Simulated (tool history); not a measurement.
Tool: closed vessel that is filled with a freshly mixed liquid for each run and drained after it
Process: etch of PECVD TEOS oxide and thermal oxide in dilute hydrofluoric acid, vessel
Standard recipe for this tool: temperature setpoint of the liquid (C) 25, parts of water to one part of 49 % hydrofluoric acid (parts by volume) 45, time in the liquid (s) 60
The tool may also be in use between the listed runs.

| run | hour | temperature setpoint of the liquid (C) | parts of water to one part of 49 % hydrofluoric acid (parts by volume) | time in the liquid (s) | read-back film thickness of the PECVD TEOS oxide reference wafer, read on the same gauge (nm) | read-back film thickness of the thermal oxide reference wafer, read on the same gauge (nm) | thickness taken off the PECVD TEOS oxide on a monitor wafer (angstrom) | thickness taken off the thermal oxide on a monitor wafer (angstrom) |
|---|---|---|---|---|---|---|---|---|
| 1 | 0 | 25 | 45 | 60 | 110.02 | 50 | 306.7 | 78.1 |
| 2 | 186.1 | 25 | 45 | 60 | 110.02 | 50.02 | 309.7 | 78.8 |
| 3 | 234.4 | 25 | 45 | 60 | 110.01 | 49.99 | 312.8 | 78.6 |
| 4 | 272.9 | 25 | 45 | 60 | 110 | 49.98 | 312.1 | 78.3 |
| 5 | 326 | 25 | 45 | 70 | 110.01 | 49.97 | 362.4 | 91.7 |
| 6 | 396.8 | 25 | 45 | 70 | 110.02 | 50.01 | 363.3 | 92 |
|  | 455.6 | gauge calibrated |
|  | 463.4 | thermometer replaced |
| 7 | 465.9 | 25 | 55 | 60 | 109.99 | 49.97 | 252.2 | 63.6 |
| 8 | 522.7 | 25 | 50 | 60 | 110.04 | 50 | 280.8 | 70.5 |
| 9 | 568.2 | 28 | 40 | 60 | 110 | 49.96 | 399.1 | 100.6 |
|  | 617 | hydrofluoric acid flow meter replaced |
| 10 | 619.1 | 25 | 45 | 60 | 110.02 | 50.04 | 297.3 | 75.8 |
| 11 | 686.1 | 25 | 45 | 60 | 109.99 | 50.01 | 298.7 | 75.7 |
| 12 | 728.6 | 27.5 | 60 | 80 | 110.01 | 49.99 | 323.3 | 82.3 |
| 13 | 783.2 | 25 | 45 | 90 | 109.97 | 50.02 | 449.6 | 113.1 |
| 14 | 835.2 | 27.5 | 45 | 75 | 110.02 | 50.01 | 414.2 | 105.2 |
| 15 | 865.7 | 20.5 | 55 | 40 | 110 | 50.02 | 133.7 | 34 |
| 16 | 907.3 | 28.5 | 25 | 80 | 109.99 | 50.01 | 856.9 | 214 |
| 17 | 1037.8 | 25 | 45 | 60 | 109.98 | 49.97 | 301.4 | 75.9 |
| 18 | 1087.9 | 28 | 40 | 60 | 109.99 | 50 | 388.1 | 97.4 |
| 19 | 1127.6 | 21.5 | 35 | 40 | 110.01 | 50.02 | 225.7 | 56.8 |
| 20 | 1176.1 | 25 | 45 | 60 | 110.01 | 50.01 | 302.5 | 75.9 |
| 21 | 1326.7 | 25 | 45 | 60 | 110 | 50.02 | 304 | 77 |
| 22 | 1369 | 25 | 45 | 60 | 109.99 | 50.02 | 300.8 | 76.9 |
| 23 | 1413.8 | 25 | 45 | 60 | 110 | 50.03 | 302.7 | 76.9 |
| 24 | 1470 | 20.5 | 45 | 60 | 110 | 50.01 | 251.7 | 63.3 |
| 25 | 1511.6 | 21.5 | 45 | 50 | 109.99 | 50.01 | 220.6 | 55.4 |
| 26 | 1562.6 | 25 | 45 | 60 | 109.98 | 49.99 | 305.8 | 77.6 |
| 27 | 1618.5 | 21 | 45 | 35 | 109.98 | 50.01 | 151.3 | 38 |

State the hidden condition of the tool at each of the runs:
liquid hotter than its thermometer reads (K): 0 on each run
gauge reads high (%): 0 on each run
H1: hydrofluoric acid flow above the setpoint (%)
| run | H1 |
|---|---|
| 1 | 3.47 |
| 2 | 3.9 |
| 3 | 4.01 |
| 4 | 4.09 |
| 5 | 4.22 |
| 6 | 4.38 |
| 7 | 4.54 |
| 8 | 4.67 |
| 9 | 4.77 |
| 10 | 0.29 |
| 11 | 0.444 |
| 12 | 0.541 |
| 13 | 0.666 |
| 14 | 0.785 |
| 15 | 0.855 |
| 16 | 0.951 |
| 17 | 1.25 |
| 18 | 1.36 |
| 19 | 1.46 |
| 20 | 1.57 |
| 21 | 1.91 |
| 22 | 2.01 |
| 23 | 2.11 |
| 24 | 2.24 |
| 25 | 2.33 |
| 26 | 2.45 |
| 27 | 2.58 |
